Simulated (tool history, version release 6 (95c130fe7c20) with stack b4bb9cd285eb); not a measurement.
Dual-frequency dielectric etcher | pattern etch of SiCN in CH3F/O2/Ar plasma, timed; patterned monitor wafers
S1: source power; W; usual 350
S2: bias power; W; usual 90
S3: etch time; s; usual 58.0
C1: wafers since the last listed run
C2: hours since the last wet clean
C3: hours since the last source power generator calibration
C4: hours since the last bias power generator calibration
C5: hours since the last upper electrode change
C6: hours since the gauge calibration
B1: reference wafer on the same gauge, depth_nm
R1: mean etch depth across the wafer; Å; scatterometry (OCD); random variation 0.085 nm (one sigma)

run,day,S1,S2,S3,C1,C2,C3,C4,C5,C6,B1,R1
1,0.000,350,90,58.0,0,294.0,1035.3,5095.1,2579.2,627.8,18.60,231.1
2,2.688,350,90,58.0,662,358.5,1099.8,5159.6,2643.7,692.3,18.60,229.1
3,5.554,350,90,66.5,706,427.3,1168.6,5228.4,2712.5,761.1,18.60,264.7
4,6.571,350,90,66.5,250,451.7,1193.0,5252.8,2736.9,785.5,18.61,261.4
# day 6.767: bias power generator calibrated
5,7.783,350,90,66.5,257,480.8,1222.1,24.4,2766.0,814.6,18.60,257.7
6,8.862,300,90,67.0,265,506.7,1248.0,50.3,2791.9,840.5,18.61,240.5
# day 10.067: wet clean of the chamber
7,14.962,300,90,67.0,1256,117.5,1394.4,196.7,2938.3,986.9,18.61,245.8
8,16.096,350,109,47.5,279,144.7,1421.6,223.9,2965.5,1014.1,18.59,205.8
9,18.908,350,71,44.5,693,212.2,1489.1,291.4,3033.0,1081.6,18.61,153.4
10,20.675,350,74,71.0,435,254.6,1531.5,333.8,3075.4,1124.0,18.61,250.7
# day 22.417: source power generator calibrated
11,23.617,350,90,58.0,683,325.2,28.8,404.4,3146.0,1194.6,18.60,224.7
# day 25.200: upper electrode replaced
12,25.221,300,90,67.0,148,363.7,67.3,442.9,0.5,1233.1,18.58,243.7
13,27.496,380,84,58.0,560,418.3,121.9,497.5,55.1,1287.7,18.59,224.5
14,28.725,350,90,58.0,302,447.8,151.4,527.0,84.6,1317.2,18.61,226.0
# day 28.950: gauge calibrated
# day 29.771: wet clean of the chamber
15,30.483,350,90,58.0,186,17.1,193.6,569.2,126.8,36.8,18.60,228.7
16,32.646,410,90,44.0,532,69.0,245.5,621.1,178.7,88.7,18.59,184.8
17,34.538,350,90,46.5,466,114.4,290.9,666.5,224.1,134.1,18.59,180.9
18,36.858,310,80,65.0,571,170.1,346.6,722.2,279.8,189.8,18.61,227.3
19,38.871,280,90,58.0,495,218.4,394.9,770.5,328.1,238.1,18.60,206.1
20,41.721,350,90,41.5,702,286.8,463.3,838.9,396.5,306.5,18.59,162.6
21,44.717,350,76,58.0,738,358.7,535.2,910.8,468.4,378.4,18.59,206.9
22,47.504,350,90,58.0,686,425.6,602.1,977.7,535.3,445.3,18.61,224.6
# day 48.625: wet clean of the chamber
23,49.404,410,90,58.0,221,18.7,647.7,1023.3,580.9,490.9,18.60,243.9
24,51.100,350,90,58.0,417,59.4,688.4,1064.0,621.6,531.6,18.58,229.8
25,52.833,350,73,58.0,427,101.0,730.0,1105.6,663.2,573.2,18.60,205.4
26,54.221,440,72,48.5,341,134.3,763.3,1138.9,696.5,606.5,18.60,188.6
27,57.079,330,110,48.5,704,202.9,831.9,1207.5,765.1,675.1,18.61,206.7
28,59.075,350,90,58.0,491,250.8,879.8,1255.4,813.0,723.0,18.60,229.7
29,61.358,350,90,58.0,562,305.6,934.6,1310.2,867.8,777.8,18.60,228.2

What the log doesn't show, run by run:
source power that arrives over what is set, %: 0 in every run
gauge reads high (%): 0 in every run
H1: etch rate over this chamber's usual, %
H2: bias power that arrives over what is set, %
run,H1,H2
1,-0.988,4.78
2,-1.3,4.79
3,-1.63,4.8
4,-1.75,4.8
5,-1.89,0.161
6,-2.01,0.245
7,-0.199,0.696
8,-0.33,0.776
9,-0.656,0.967
10,-0.86,1.08
11,-1.2,1.27
12,-1.39,1.37
13,-1.65,1.5
14,-1.79,1.57
15,-0.189,1.67
16,-0.439,1.79
17,-0.658,1.89
18,-0.926,2.01
19,-1.16,2.11
20,-1.49,2.25
21,-1.84,2.39
22,-2.16,2.51
23,0.307,2.59
24,0.11,2.66
25,-0.0903,2.73
26,-0.251,2.78
27,-0.582,2.89
28,-0.813,2.97
29,-1.08,3.05
